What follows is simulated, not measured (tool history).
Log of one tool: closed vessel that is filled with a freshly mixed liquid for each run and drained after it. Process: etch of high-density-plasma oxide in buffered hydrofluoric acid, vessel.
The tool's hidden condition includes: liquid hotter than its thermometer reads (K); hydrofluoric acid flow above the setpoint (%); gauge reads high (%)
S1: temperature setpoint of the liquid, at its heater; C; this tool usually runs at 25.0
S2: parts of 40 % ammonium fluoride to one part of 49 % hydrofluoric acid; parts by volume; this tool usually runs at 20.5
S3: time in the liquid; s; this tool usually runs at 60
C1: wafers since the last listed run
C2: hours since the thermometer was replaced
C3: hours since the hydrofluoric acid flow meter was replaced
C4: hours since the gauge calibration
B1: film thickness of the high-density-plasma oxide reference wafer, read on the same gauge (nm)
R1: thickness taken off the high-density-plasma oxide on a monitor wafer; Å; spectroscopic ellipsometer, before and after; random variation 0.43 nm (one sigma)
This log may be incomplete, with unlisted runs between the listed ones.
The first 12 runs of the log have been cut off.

run	hour	S1	S2	S3	C1	C2	C3	C4	B1	R1
# hour 1004.3: thermometer replaced
13	1013.4	28.0	16.0	60	3696	9.1	182.3	2575.6	139.99	1103.0
14	1054.3	25.0	20.5	85	3507	50.0	223.2	2616.5	140.02	1054.1
15	1098.1	25.0	25.5	70	3756	93.8	267.0	2660.3	139.99	749.7
16	1185.9	25.0	20.5	60	7529	181.6	354.8	2748.1	139.98	750.0
17	1491.0	22.5	20.5	80	26165	486.7	659.9	3053.2	140.00	896.7
18	1577.5	25.0	20.5	60	7418	573.2	746.4	3139.7	140.00	779.3
19	1617.5	25.0	20.5	60	3430	613.2	786.4	3179.7	140.00	777.6
20	1678.1	28.0	24.0	85	5197	673.8	847.0	3240.3	139.98	1158.1
# hour 1694.1: gauge calibrated
21	1717.8	25.0	20.5	90	3404	713.5	886.7	23.7	140.00	1171.2
22	1817.3	25.0	20.5	60	8533	813.0	986.2	123.2	140.00	781.7
# hour 1861.7: hydrofluoric acid flow meter replaced
23	1870.7	27.5	25.5	50	4493	866.4	9.0	176.6	140.01	630.5
24	1955.3	23.0	14.0	40	7255	951.0	93.6	261.2	139.99	673.4
25	2054.2	25.0	28.0	40	8481	1049.9	192.5	360.1	140.00	424.4
# hour 2074.2: thermometer replaced
26	2106.0	25.0	27.0	85	4356	31.8	244.3	411.9	139.99	861.1
27	2213.6	26.5	12.5	60	9227	139.4	351.9	519.5	139.99	1301.1
28	2278.0	25.0	20.5	60	5522	203.8	416.3	583.9	140.00	740.4
29	2382.9	23.0	25.0	40	8996	308.7	521.2	688.8	140.01	390.0
30	2464.9	29.0	20.5	60	7032	390.7	603.2	770.8	140.00	950.1
31	2567.3	25.0	27.0	95	8781	493.1	705.6	873.2	140.01	1013.7

4 ways to go on from here, each from the tool as it stands after run 31. What would each give?
A	2568.0	25.0	20.5	60	60	493.8	706.3	873.9	?	?
B	2568.0	26.5	16.0	80	60	493.8	706.3	873.9	?	?
C	2568.0	23.5	20.5	60	60	493.8	706.3	873.9	?	?
D	2568.0	23.0	16.5	75	60	493.8	706.3	873.9	?	?

run	B1	R1
A	140.00	764.5
B	140.00	1410.6
C	140.00	704.5
D	140.00	1061.3
With no hidden state in the tool, these same runs would have given:
run	R1
A	731.8
B	1340.7
C	674.1
D	1008.0
